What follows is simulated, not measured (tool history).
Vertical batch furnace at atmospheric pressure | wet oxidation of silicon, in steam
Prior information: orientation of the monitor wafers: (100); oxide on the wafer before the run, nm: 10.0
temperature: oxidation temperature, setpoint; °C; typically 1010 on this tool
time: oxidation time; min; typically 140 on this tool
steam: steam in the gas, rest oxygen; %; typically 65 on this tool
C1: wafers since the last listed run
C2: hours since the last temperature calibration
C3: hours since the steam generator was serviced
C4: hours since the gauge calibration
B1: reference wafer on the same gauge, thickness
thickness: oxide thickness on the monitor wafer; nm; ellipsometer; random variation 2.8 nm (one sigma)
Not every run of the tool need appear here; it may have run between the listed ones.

{"run": 1, "hour": 0.0, "temperature": 1010, "time": 140, "steam": 65, "C1": 0, "C2": 2234.4, "C3": 2385.1, "C4": 87.5, "B1": 523, "thickness": 593.17}
{"run": 2, "hour": 18.6, "temperature": 1010, "time": 140, "steam": 65, "C1": 300, "C2": 2253, "C3": 2403.7, "C4": 106.1, "B1": 523.12, "thickness": 587.45}
{"run": 3, "hour": 28.3, "temperature": 1010, "time": 140, "steam": 65, "C1": 156, "C2": 2262.7, "C3": 2413.4, "C4": 115.8, "B1": 523.31, "thickness": 592.79}
{"run": 4, "hour": 44.3, "temperature": 1010, "time": 140, "steam": 65, "C1": 258, "C2": 2278.7, "C3": 2429.4, "C4": 131.8, "B1": 523.27, "thickness": 586.13}
{"run": 5, "hour": 53.7, "temperature": 1010, "time": 140, "steam": 65, "C1": 151, "C2": 2288.1, "C3": 2438.8, "C4": 141.2, "B1": 523.24, "thickness": 586.39}
{"run": 6, "hour": 94.1, "temperature": 1010, "time": 140, "steam": 65, "C1": 653, "C2": 2328.5, "C3": 2479.2, "C4": 181.6, "B1": 523.9, "thickness": 592.97}
{"run": 7, "hour": 114.5, "temperature": 1010, "time": 125.5, "steam": 65, "C1": 329, "C2": 2348.9, "C3": 2499.6, "C4": 202, "B1": 523.23, "thickness": 550.86}
{"run": 8, "hour": 126.3, "temperature": 1010, "time": 113, "steam": 74, "C1": 190, "C2": 2360.7, "C3": 2511.4, "C4": 213.8, "B1": 524.19, "thickness": 562.76}
{"run": 9, "hour": 138.1, "temperature": 1010, "time": 113, "steam": 74, "C1": 190, "C2": 2372.5, "C3": 2523.2, "C4": 225.6, "B1": 522.24, "thickness": 558.51}
{"run": 10, "hour": 152.7, "temperature": 1010, "time": 113, "steam": 74, "C1": 236, "C2": 2387.1, "C3": 2537.8, "C4": 240.2, "B1": 523.09, "thickness": 560.39}
{"run": 11, "hour": 169.5, "temperature": 1010, "time": 140, "steam": 65, "C1": 271, "C2": 2403.9, "C3": 2554.6, "C4": 257, "B1": 523.54, "thickness": 592.51}
{"run": 12, "hour": 188.1, "temperature": 1010, "time": 140, "steam": 65, "C1": 300, "C2": 2422.5, "C3": 2573.2, "C4": 275.6, "B1": 523.33, "thickness": 590.68}
{"run": 13, "hour": 209.6, "temperature": 1031, "time": 140, "steam": 65, "C1": 347, "C2": 2444, "C3": 2594.7, "C4": 297.1, "B1": 522.92, "thickness": 666.18}
{"run": 14, "hour": 217.7, "temperature": 996, "time": 202, "steam": 76, "C1": 130, "C2": 2452.1, "C3": 2602.8, "C4": 305.2, "B1": 522.41, "thickness": 750.55}
{"run": 15, "hour": 235.2, "temperature": 1010, "time": 196.5, "steam": 57, "C1": 282, "C2": 2469.6, "C3": 2620.3, "C4": 322.7, "B1": 523.17, "thickness": 675.37}
{"run": 16, "hour": 246.9, "temperature": 1010, "time": 140, "steam": 65, "C1": 189, "C2": 2481.3, "C3": 2632, "C4": 334.4, "B1": 522.43, "thickness": 589.33}
{"hour": 287.8, "done": "thermocouples replaced and temperature profile calibrated"}
{"run": 17, "hour": 288.3, "temperature": 1010, "time": 140, "steam": 65, "C1": 281, "C2": 0.5, "C3": 2673.4, "C4": 375.8, "B1": 522.91, "thickness": 588.04}
{"run": 18, "hour": 295.4, "temperature": 1010, "time": 196.5, "steam": 57, "C1": 114, "C2": 7.6, "C3": 2680.5, "C4": 382.9, "B1": 522.47, "thickness": 670.9}
{"hour": 328.8, "done": "steam generator serviced"}
{"hour": 337.7, "done": "gauge calibrated"}
{"run": 19, "hour": 342.1, "temperature": 1035, "time": 140, "steam": 57, "C1": 366, "C2": 54.3, "C3": 13.3, "C4": 4.4, "B1": 523.14, "thickness": 624.12}
{"run": 20, "hour": 350.3, "temperature": 1010, "time": 76.5, "steam": 55, "C1": 132, "C2": 62.5, "C3": 21.5, "C4": 12.6, "B1": 522.96, "thickness": 353.59}
{"run": 21, "hour": 371.1, "temperature": 1010, "time": 140, "steam": 65, "C1": 336, "C2": 83.3, "C3": 42.3, "C4": 33.4, "B1": 522.27, "thickness": 588.2}
{"run": 22, "hour": 390.9, "temperature": 997, "time": 104, "steam": 65, "C1": 320, "C2": 103.1, "C3": 62.1, "C4": 53.2, "B1": 523.32, "thickness": 443.98}
{"run": 23, "hour": 404.6, "temperature": 1018, "time": 192, "steam": 60, "C1": 221, "C2": 116.8, "C3": 75.8, "C4": 66.9, "B1": 522.73, "thickness": 711.73}
{"run": 24, "hour": 423.2, "temperature": 1021, "time": 140, "steam": 61, "C1": 300, "C2": 135.4, "C3": 94.4, "C4": 85.5, "B1": 522.95, "thickness": 607.05}

Branching from run 24: 3 alternative next runs. What would each branch give?
{"run": "A", "hour": 428.4, "temperature": 1010, "time": 159.5, "steam": 65, "C1": 84, "C2": 140.6, "C3": 99.6, "C4": 90.7, "B1": "?", "thickness": "?"}
{"run": "B", "hour": 428.4, "temperature": 1033, "time": 190.5, "steam": 74, "C1": 84, "C2": 140.6, "C3": 99.6, "C4": 90.7, "B1": "?", "thickness": "?"}
{"run": "C", "hour": 428.4, "temperature": 1029, "time": 165, "steam": 59, "C1": 84, "C2": 140.6, "C3": 99.6, "C4": 90.7, "B1": "?", "thickness": "?"}

run=A B1=522.3 thickness=644.27
run=B B1=522.3 thickness=872.49
run=C B1=522.3 thickness=687.43
Stripped of hidden state, with their random variation kept, the same runs would have yielded:
run=A thickness=644.27
run=B thickness=872.49
run=C thickness=687.43
